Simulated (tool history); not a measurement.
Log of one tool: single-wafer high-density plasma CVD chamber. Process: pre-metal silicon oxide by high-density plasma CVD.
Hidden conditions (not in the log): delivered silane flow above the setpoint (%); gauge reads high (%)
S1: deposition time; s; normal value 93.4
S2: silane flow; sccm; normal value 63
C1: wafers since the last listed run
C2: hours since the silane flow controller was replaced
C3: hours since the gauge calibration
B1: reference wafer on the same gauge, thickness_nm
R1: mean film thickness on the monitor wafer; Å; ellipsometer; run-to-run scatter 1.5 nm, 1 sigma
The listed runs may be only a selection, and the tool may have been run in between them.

run	hour	S1	S2	C1	C2	C3	B1	R1
1	0	108	60	0	3379	391.8	690.191	6597.17
2	33.1	108	60	631	3412.1	424.9	690.17	6600.62
3	66.2	93.4	63	631	3445.2	458	689.85	5993.94
# hour 71: gauge calibrated
4	112.3	93.4	63	879	3491.3	41.3	689.864	5942.86
5	126.8	93.4	63	276	3505.8	55.8	690.001	5967.94
6	146	93.4	53	366	3525	75	689.495	5025.05
7	158.6	93.4	63	240	3537.6	87.6	690.399	5997.77
8	183.3	99.2	63	471	3562.3	112.3	689.954	6354.5
9	207.9	99.2	63	469	3586.9	136.9	689.574	6357.23
10	234	99.2	63	498	3613	163	689.716	6342.69
11	262.6	93.4	63	545	3641.6	191.6	690.121	6002.56
12	289.4	88	63	511	3668.4	218.4	689.41	5624.67
13	302.2	88	63	244	3681.2	231.2	690.214	5602.5
14	327.6	105.6	56	484	3706.6	256.6	689.729	6023.92
# hour 367.5: silane flow controller replaced
15	368	78.7	63	618	0.5	297	689.479	5036.71
16	391.7	86.5	56	452	24.2	320.7	690.387	4915.35
17	420.7	87.7	69	553	53.2	349.7	689.824	6136.96
18	434.3	103.1	55	259	66.8	363.3	689.478	5766.54
19	463.2	88.3	68	551	95.7	392.2	690.265	6093.69
20	491.9	79.6	63	547	124.4	420.9	690.097	5088.02
# hour 499.8: gauge calibrated
21	508.4	109	57	314	140.9	8.6	689.932	6305.74
22	535	101.3	63	507	167.5	35.2	690.568	6467.32
23	570.2	93.4	63	671	202.7	70.4	689.814	5982.34
24	583.6	99.9	75	255	216.1	83.8	690.004	7628.24
25	602.3	77.8	53	356	234.8	102.5	690.21	4206.49
26	630.4	93.4	63	536	262.9	130.6	690.134	5974.47

4 options for the next run, each taken on its own from the tool as it stands now. Forecast them:
A	630.8	93.4	63	7	263.3	131	?	?
B	630.8	75.8	55	7	263.3	131	?	?
C	630.8	99.6	54	7	263.3	131	?	?
D	630.8	78.8	63	7	263.3	131	?	?

run	B1	R1
A	689.509	5981.44
B	689.509	4237.89
C	689.509	5467.28
D	689.509	5046.44
Without the tool's hidden state the same runs would have given:
run	R1
A	5981.44
B	4237.89
C	5467.28
D	5046.44
